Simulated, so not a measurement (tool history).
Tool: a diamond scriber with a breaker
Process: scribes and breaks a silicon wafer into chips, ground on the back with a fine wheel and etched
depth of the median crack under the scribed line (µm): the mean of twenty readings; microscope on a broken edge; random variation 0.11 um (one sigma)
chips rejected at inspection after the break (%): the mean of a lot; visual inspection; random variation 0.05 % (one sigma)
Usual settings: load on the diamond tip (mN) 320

run   hour  load on the diamond tip (mN)  incoming depth of the damage left on the back of the incoming wafer, um  depth of the median crack under the scribed line (µm)  chips rejected at inspection after the break (%)
  1      0                           370                                                                     0.78                                                   8.76                                              0.69
  2   45.3                           370                                                                     0.75                                                   8.83                                              0.82
  3   56.9                           370                                                                     0.35                                                      9                                              0.75
  4   70.4                           320                                                                     0.46                                                   8.19                                              2.03
  5   81.5                           320                                                                     0.58                                                   8.04                                              1.95
      84.1  -- load on the tip recalibrated
  6   96.1                           320                                                                     0.76                                                   8.77                                              0.71
  7  111.7                           320                                                                     0.58                                                   8.86                                               0.8
  8  127.2                           388                                                                     0.38                                                   9.64                                              1.89
  9  141.7                           388                                                                     0.33                                                  10.09                                              1.89
 10    154                           383                                                                     0.68                                                     10                                              1.97
 11    169                           350                                                                      0.3                                                   9.41                                              0.91
 12  179.3                           320                                                                     0.52                                                    8.6                                              0.81
     189.7  -- diamond tip replaced by a new one
 13  193.4                           248                                                                      0.7                                                   7.66                                              4.74
 14  203.8                           248                                                                     0.72                                                   7.59                                              4.46
 15    215                           257                                                                     0.47                                                   7.74                                              3.82
 16  231.8                           228                                                                     0.75                                                   7.12                                              6.55
 17    240                           281                                                                     0.36                                                   7.98                                              2.17
 18  252.6                           320                                                                     0.49                                                   8.67                                              0.89
 19  261.5                           392                                                                     0.69                                                   9.92                                              1.53

Forecast each of these 5 alternatives for the next run:
  A   262                           320                                                                     0.74                                                      ?                                                 ?
  B   262                           277                                                                     0.74                                                      ?                                                 ?
  C   262                           364                                                                     0.74                                                      ?                                                 ?
  D   262                           362                                                                     0.74                                                      ?                                                 ?
  E   262                           256                                                                     0.74                                                      ?                                                 ?

run  depth of the median crack under the scribed line (µm)  chips rejected at inspection after the break (%)
  A                                                   8.61                                              0.93
  B                                                   7.91                                               2.6
  C                                                    9.3                                              0.97
  D                                                   9.27                                              0.94
  E                                                   7.55                                              4.22
Without the tool's hidden state the same runs would have given:
run  depth of the median crack under the scribed line (µm)  chips rejected at inspection after the break (%)
  A                                                   8.93                                              0.76
  B                                                    8.2                                              1.68
  C                                                   9.65                                               1.5
  D                                                   9.62                                              1.43
  E                                                   7.83                                              2.91

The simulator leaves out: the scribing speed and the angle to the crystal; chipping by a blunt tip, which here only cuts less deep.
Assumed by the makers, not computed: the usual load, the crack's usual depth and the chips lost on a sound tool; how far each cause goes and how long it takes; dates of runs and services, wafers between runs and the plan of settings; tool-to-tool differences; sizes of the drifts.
